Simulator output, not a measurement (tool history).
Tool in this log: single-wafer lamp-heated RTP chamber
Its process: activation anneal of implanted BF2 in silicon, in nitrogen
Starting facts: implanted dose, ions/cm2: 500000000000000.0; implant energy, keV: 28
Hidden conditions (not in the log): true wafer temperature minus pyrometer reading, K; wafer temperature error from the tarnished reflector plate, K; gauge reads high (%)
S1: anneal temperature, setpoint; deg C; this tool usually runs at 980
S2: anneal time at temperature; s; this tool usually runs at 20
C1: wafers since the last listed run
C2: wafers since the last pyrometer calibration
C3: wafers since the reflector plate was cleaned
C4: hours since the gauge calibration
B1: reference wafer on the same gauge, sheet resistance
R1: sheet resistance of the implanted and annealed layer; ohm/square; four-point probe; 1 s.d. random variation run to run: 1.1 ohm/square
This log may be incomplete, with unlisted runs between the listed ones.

run 1 hour=0.0 | S1=989 S2=20 | C1=0 C2=6093 C3=3145 C4=9.3 | B1=242.82 | R1=236.58
-- hour=59.1 pyrometer window cleaned and pyrometer calibrated
run 2 hour=59.6 | S1=989 S2=20 | C1=628 C2=5 C3=3774 C4=68.9 | B1=242.66 | R1=242.14
run 3 hour=137.1 | S1=989 S2=20 | C1=944 C2=949 C3=4718 C4=146.4 | B1=243.18 | R1=239.83
run 4 hour=184.6 | S1=980 S2=12 | C1=578 C2=1528 C3=5297 C4=193.9 | B1=242.94 | R1=245.72
run 5 hour=255.9 | S1=980 S2=20 | C1=868 C2=2397 C3=6166 C4=265.2 | B1=242.99 | R1=242.45
run 6 hour=311.3 | S1=980 S2=20 | C1=675 C2=3072 C3=6841 C4=320.6 | B1=242.95 | R1=242.18
run 7 hour=378.1 | S1=980 S2=20 | C1=814 C2=3886 C3=7655 C4=387.4 | B1=243.09 | R1=240.62
run 8 hour=427.4 | S1=980 S2=20 | C1=600 C2=4487 C3=8256 C4=436.7 | B1=243.15 | R1=241.80
run 9 hour=499.0 | S1=980 S2=20 | C1=872 C2=5360 C3=9128 C4=508.3 | B1=242.95 | R1=238.93
run 10 hour=604.0 | S1=980 S2=20 | C1=1279 C2=6639 C3=10408 C4=613.3 | B1=242.95 | R1=239.85
-- hour=627.6 pyrometer window cleaned and pyrometer calibrated
run 11 hour=644.3 | S1=980 S2=20 | C1=393 C2=203 C3=10802 C4=653.6 | B1=242.73 | R1=243.54
run 12 hour=751.6 | S1=980 S2=20 | C1=1307 C2=1510 C3=12109 C4=760.9 | B1=243.05 | R1=242.42
run 13 hour=851.5 | S1=980 S2=20 | C1=1217 C2=2727 C3=13327 C4=860.8 | B1=243.28 | R1=238.45
-- hour=905.7 reflector plate cleaned
run 14 hour=942.5 | S1=980 S2=20 | C1=1011 C2=3739 C3=448 C4=951.8 | B1=243.05 | R1=240.20
run 15 hour=990.7 | S1=980 S2=20 | C1=587 C2=4326 C3=1035 C4=1000.0 | B1=243.07 | R1=239.84
run 16 hour=1038.2 | S1=980 S2=20 | C1=578 C2=4905 C3=1614 C4=1047.5 | B1=242.52 | R1=239.72
run 17 hour=1145.2 | S1=1010 S2=15 | C1=1303 C2=6209 C3=2918 C4=1154.5 | B1=242.76 | R1=234.23
run 18 hour=1199.7 | S1=980 S2=11 | C1=664 C2=6873 C3=3582 C4=1209.0 | B1=243.02 | R1=244.63
-- hour=1247.9 pyrometer window cleaned and pyrometer calibrated
run 19 hour=1289.8 | S1=980 S2=20 | C1=1000 C2=510 C3=4583 C4=1299.1 | B1=243.26 | R1=245.22
run 20 hour=1393.7 | S1=1001 S2=28 | C1=1266 C2=1776 C3=5849 C4=1403.0 | B1=243.03 | R1=234.59
-- hour=1487.0 gauge calibrated
run 21 hour=1496.8 | S1=980 S2=26 | C1=1256 C2=3032 C3=7105 C4=9.8 | B1=243.21 | R1=239.33
run 22 hour=1590.8 | S1=950 S2=26 | C1=1145 C2=4178 C3=8251 C4=103.8 | B1=242.83 | R1=257.57
run 23 hour=1653.1 | S1=1003 S2=27 | C1=759 C2=4937 C3=9010 C4=166.1 | B1=243.11 | R1=232.77
run 24 hour=1690.6 | S1=980 S2=20 | C1=456 C2=5394 C3=9467 C4=203.6 | B1=242.71 | R1=238.46
run 25 hour=1750.6 | S1=980 S2=20 | C1=731 C2=6125 C3=10198 C4=263.6 | B1=243.06 | R1=240.85
run 26 hour=1819.1 | S1=980 S2=20 | C1=834 C2=6960 C3=11033 C4=332.1 | B1=243.03 | R1=239.32
run 27 hour=1864.6 | S1=951 S2=27 | C1=554 C2=7514 C3=11587 C4=377.6 | B1=242.62 | R1=254.90
-- hour=1887.3 pyrometer window cleaned and pyrometer calibrated
run 28 hour=1909.8 | S1=961 S2=14 | C1=453 C2=274 C3=12040 C4=422.8 | B1=243.10 | R1=261.09
-- hour=1928.7 reflector plate cleaned
run 29 hour=2003.4 | S1=1008 S2=9 | C1=1043 C2=1317 C3=910 C4=516.4 | B1=242.87 | R1=237.71
run 30 hour=2091.4 | S1=989 S2=20 | C1=1072 C2=2389 C3=1983 C4=604.4 | B1=242.90 | R1=239.12

For some of the steps in R1 from one run to the next: how much would appear even if the tool had no hidden state, given the settings, what came in and random variation, and how much remains for the hidden state plus any gauge scatter that the measured result and the result without hidden state don't share?
Run 21 -> 22: S1 980 -> 950. R1 +18.24 ohm/square: hidden state -7.49, all else +25.73.
Run 22 -> 23: S1 950 -> 1003, S2 26 -> 27. R1 -24.80 ohm/square: hidden state +9.07, all else -33.87.
Run 27 -> 28: S1 951 -> 961, S2 27 -> 14, pyrometer window cleaned and pyrometer calibrated. R1 +6.19 ohm/square: hidden state +9.95, all else -3.76.
Run 28 -> 29: S1 961 -> 1008, S2 14 -> 9, reflector plate cleaned. R1 -23.38 ohm/square: hidden state +1.15, all else -24.53.
